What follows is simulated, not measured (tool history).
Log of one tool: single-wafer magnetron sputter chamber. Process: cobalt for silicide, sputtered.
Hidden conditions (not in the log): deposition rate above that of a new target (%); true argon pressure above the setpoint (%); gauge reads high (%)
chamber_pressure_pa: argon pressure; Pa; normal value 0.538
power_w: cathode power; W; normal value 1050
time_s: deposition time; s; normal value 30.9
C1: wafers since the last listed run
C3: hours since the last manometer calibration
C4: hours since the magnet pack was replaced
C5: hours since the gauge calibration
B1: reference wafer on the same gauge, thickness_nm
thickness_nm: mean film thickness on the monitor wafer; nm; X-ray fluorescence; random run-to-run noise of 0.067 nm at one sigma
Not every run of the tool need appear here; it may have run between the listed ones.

run 1 hour=0 | chamber_pressure_pa=0.538 power_w=1050 time_s=30.9 | C1=0 wafers_on_the_sputter_target=5869 C3=1758.7 C4=7848 C5=199.8 | B1=14.907 | thickness_nm=16.049
-- hour=40.2 sputter target and shields replaced
run 2 hour=40.7 | chamber_pressure_pa=0.538 power_w=1050 time_s=30.9 | C1=692 wafers_on_the_sputter_target=11 C3=1799.4 C4=7888.7 C5=240.5 | B1=14.898 | thickness_nm=16.174
run 3 hour=67.7 | chamber_pressure_pa=0.538 power_w=1050 time_s=30.9 | C1=571 wafers_on_the_sputter_target=583 C3=1826.4 C4=7915.7 C5=267.5 | B1=14.887 | thickness_nm=16.105
run 4 hour=121.3 | chamber_pressure_pa=0.688 power_w=1050 time_s=30.9 | C1=1135 wafers_on_the_sputter_target=1718 C3=1880 C4=7969.3 C5=321.1 | B1=14.891 | thickness_nm=15.068
run 5 hour=175.6 | chamber_pressure_pa=0.538 power_w=1050 time_s=30.9 | C1=1150 wafers_on_the_sputter_target=2868 C3=1934.3 C4=8023.6 C5=375.4 | B1=14.923 | thickness_nm=16.058
run 6 hour=204.8 | chamber_pressure_pa=0.538 power_w=1050 time_s=30.9 | C1=618 wafers_on_the_sputter_target=3486 C3=1963.5 C4=8052.8 C5=404.6 | B1=14.89 | thickness_nm=16.093
run 7 hour=266.5 | chamber_pressure_pa=0.538 power_w=1050 time_s=30.9 | C1=1306 wafers_on_the_sputter_target=4793 C3=2025.2 C4=8114.5 C5=466.3 | B1=14.929 | thickness_nm=16.061
run 8 hour=291.4 | chamber_pressure_pa=0.538 power_w=1050 time_s=30.9 | C1=527 wafers_on_the_sputter_target=5321 C3=2050.1 C4=8139.4 C5=491.2 | B1=14.9 | thickness_nm=16.144
run 9 hour=344 | chamber_pressure_pa=0.538 power_w=1050 time_s=30.9 | C1=1114 wafers_on_the_sputter_target=6435 C3=2102.7 C4=8192 C5=543.8 | B1=14.907 | thickness_nm=16.172
-- hour=398.6 sputter target and shields replaced
run 10 hour=400.4 | chamber_pressure_pa=0.538 power_w=1050 time_s=30.9 | C1=1025 wafers_on_the_sputter_target=38 C3=2159.1 C4=8248.4 C5=600.2 | B1=14.893 | thickness_nm=16.012
run 11 hour=439.9 | chamber_pressure_pa=0.538 power_w=1050 time_s=30.9 | C1=836 wafers_on_the_sputter_target=875 C3=2198.6 C4=8287.9 C5=639.7 | B1=14.912 | thickness_nm=16.098
run 12 hour=489.4 | chamber_pressure_pa=0.538 power_w=1050 time_s=30.9 | C1=1048 wafers_on_the_sputter_target=1923 C3=2248.1 C4=8337.4 C5=689.2 | B1=14.92 | thickness_nm=16.099
run 13 hour=552.9 | chamber_pressure_pa=0.538 power_w=1050 time_s=30.9 | C1=1344 wafers_on_the_sputter_target=3268 C3=2311.6 C4=8400.9 C5=752.7 | B1=14.897 | thickness_nm=16.066
-- hour=575.3 capacitance manometer re-zeroed and calibrated
-- hour=581.9 gauge calibrated
run 14 hour=595 | chamber_pressure_pa=0.538 power_w=1050 time_s=30.9 | C1=722 wafers_on_the_sputter_target=3990 C3=19.7 C4=8443 C5=13.1 | B1=14.916 | thickness_nm=16.014
run 15 hour=629.1 | chamber_pressure_pa=0.538 power_w=1050 time_s=33.5 | C1=722 wafers_on_the_sputter_target=4713 C3=53.8 C4=8477.1 C5=47.2 | B1=14.903 | thickness_nm=17.411
run 16 hour=670.1 | chamber_pressure_pa=0.538 power_w=1050 time_s=33.5 | C1=868 wafers_on_the_sputter_target=5581 C3=94.8 C4=8518.1 C5=88.2 | B1=14.913 | thickness_nm=17.523
-- hour=707 magnet pack replaced
run 17 hour=707.5 | chamber_pressure_pa=0.538 power_w=1200 time_s=28.6 | C1=622 wafers_on_the_sputter_target=6204 C3=132.2 C4=0.5 C5=125.6 | B1=14.899 | thickness_nm=17.036
-- hour=732.7 sputter target and shields replaced
run 18 hour=760 | chamber_pressure_pa=0.538 power_w=1050 time_s=30.9 | C1=942 wafers_on_the_sputter_target=578 C3=184.7 C4=53 C5=178.1 | B1=14.886 | thickness_nm=16.066
run 19 hour=831.5 | chamber_pressure_pa=0.538 power_w=950 time_s=30.9 | C1=1514 wafers_on_the_sputter_target=2092 C3=256.2 C4=124.5 C5=249.6 | B1=14.904 | thickness_nm=14.518
run 20 hour=874.1 | chamber_pressure_pa=0.741 power_w=1050 time_s=27.5 | C1=902 wafers_on_the_sputter_target=2994 C3=298.8 C4=167.1 C5=292.2 | B1=14.911 | thickness_nm=13.107
run 21 hour=1010.6 | chamber_pressure_pa=0.538 power_w=1050 time_s=30.9 | C1=2891 wafers_on_the_sputter_target=5886 C3=435.3 C4=303.6 C5=428.7 | B1=14.889 | thickness_nm=16.002
run 22 hour=1048.6 | chamber_pressure_pa=0.355 power_w=850 time_s=30.9 | C1=804 wafers_on_the_sputter_target=6690 C3=473.3 C4=341.6 C5=466.7 | B1=14.897 | thickness_nm=14.052
-- hour=1069.1 sputter target and shields replaced
run 23 hour=1110.4 | chamber_pressure_pa=0.745 power_w=950 time_s=30.9 | C1=1139 wafers_on_the_sputter_target=875 C3=535.1 C4=403.4 C5=528.5 | B1=14.913 | thickness_nm=13.327
run 24 hour=1148.9 | chamber_pressure_pa=0.538 power_w=800 time_s=30.9 | C1=815 wafers_on_the_sputter_target=1690 C3=573.6 C4=441.9 C5=567 | B1=14.894 | thickness_nm=12.156
run 25 hour=1191.4 | chamber_pressure_pa=0.434 power_w=1200 time_s=33.3 | C1=900 wafers_on_the_sputter_target=2590 C3=616.1 C4=484.4 C5=609.5 | B1=14.879 | thickness_nm=20.799
run 26 hour=1241.4 | chamber_pressure_pa=0.538 power_w=1050 time_s=30.9 | C1=1058 wafers_on_the_sputter_target=3649 C3=666.1 C4=534.4 C5=659.5 | B1=14.889 | thickness_nm=15.966
run 27 hour=1302.6 | chamber_pressure_pa=0.538 power_w=1050 time_s=30.9 | C1=1296 wafers_on_the_sputter_target=4945 C3=727.3 C4=595.6 C5=720.7 | B1=14.89 | thickness_nm=16.138
run 28 hour=1331.4 | chamber_pressure_pa=0.538 power_w=1050 time_s=30.9 | C1=609 wafers_on_the_sputter_target=5555 C3=756.1 C4=624.4 C5=749.5 | B1=14.901 | thickness_nm=15.978
run 29 hour=1361.5 | chamber_pressure_pa=0.418 power_w=850 time_s=25.4 | C1=637 wafers_on_the_sputter_target=6193 C3=786.2 C4=654.5 C5=779.6 | B1=14.887 | thickness_nm=11.284
run 30 hour=1419.6 | chamber_pressure_pa=0.538 power_w=1050 time_s=30.9 | C1=1230 wafers_on_the_sputter_target=7423 C3=844.3 C4=712.6 C5=837.7 | B1=14.896 | thickness_nm=16.091
-- hour=1419.7 gauge calibrated
-- hour=1428.5 sputter target and shields replaced
run 31 hour=1457.3 | chamber_pressure_pa=0.353 power_w=800 time_s=36.5 | C1=629 wafers_on_the_sputter_target=610 C3=882 C4=750.3 C5=37.6 | B1=14.889 | thickness_nm=15.647
run 32 hour=1507.2 | chamber_pressure_pa=0.538 power_w=1200 time_s=30.9 | C1=1056 wafers_on_the_sputter_target=1667 C3=931.9 C4=800.2 C5=87.5 | B1=14.893 | thickness_nm=18.494
run 33 hour=1576.1 | chamber_pressure_pa=0.538 power_w=1050 time_s=33.3 | C1=1459 wafers_on_the_sputter_target=3126 C3=1000.8 C4=869.1 C5=156.4 | B1=14.908 | thickness_nm=17.39
run 34 hour=1605.9 | chamber_pressure_pa=0.592 power_w=800 time_s=37 | C1=631 wafers_on_the_sputter_target=3757 C3=1030.6 C4=898.9 C5=186.2 | B1=14.894 | thickness_nm=14.406
run 35 hour=1650 | chamber_pressure_pa=0.538 power_w=1200 time_s=36.1 | C1=934 wafers_on_the_sputter_target=4691 C3=1074.7 C4=943 C5=230.3 | B1=14.927 | thickness_nm=21.484

Here are 4 independent what-if runs from the current tool condition. What would each one return?
run A hour=1650.4 | chamber_pressure_pa=0.538 power_w=1050 time_s=30.9 | C1=8 wafers_on_the_sputter_target=4700 C3=1075.1 C4=943.4 C5=230.7 | B1=? | thickness_nm=?
run B hour=1650.4 | chamber_pressure_pa=0.538 power_w=1150 time_s=30.9 | C1=8 wafers_on_the_sputter_target=4700 C3=1075.1 C4=943.4 C5=230.7 | B1=? | thickness_nm=?
run C hour=1650.4 | chamber_pressure_pa=0.643 power_w=1050 time_s=30.9 | C1=8 wafers_on_the_sputter_target=4700 C3=1075.1 C4=943.4 C5=230.7 | B1=? | thickness_nm=?
run D hour=1650.4 | chamber_pressure_pa=0.641 power_w=1200 time_s=36 | C1=8 wafers_on_the_sputter_target=4700 C3=1075.1 C4=943.4 C5=230.7 | B1=? | thickness_nm=?

run=A B1=14.88 thickness_nm=16.185
run=B B1=14.88 thickness_nm=17.726
run=C B1=14.88 thickness_nm=15.481
run=D B1=14.88 thickness_nm=20.63
What these runs would have given with no unlogged condition in the tool:
run=A thickness_nm=16.185
run=B thickness_nm=17.726
run=C thickness_nm=15.481
run=D thickness_nm=20.63
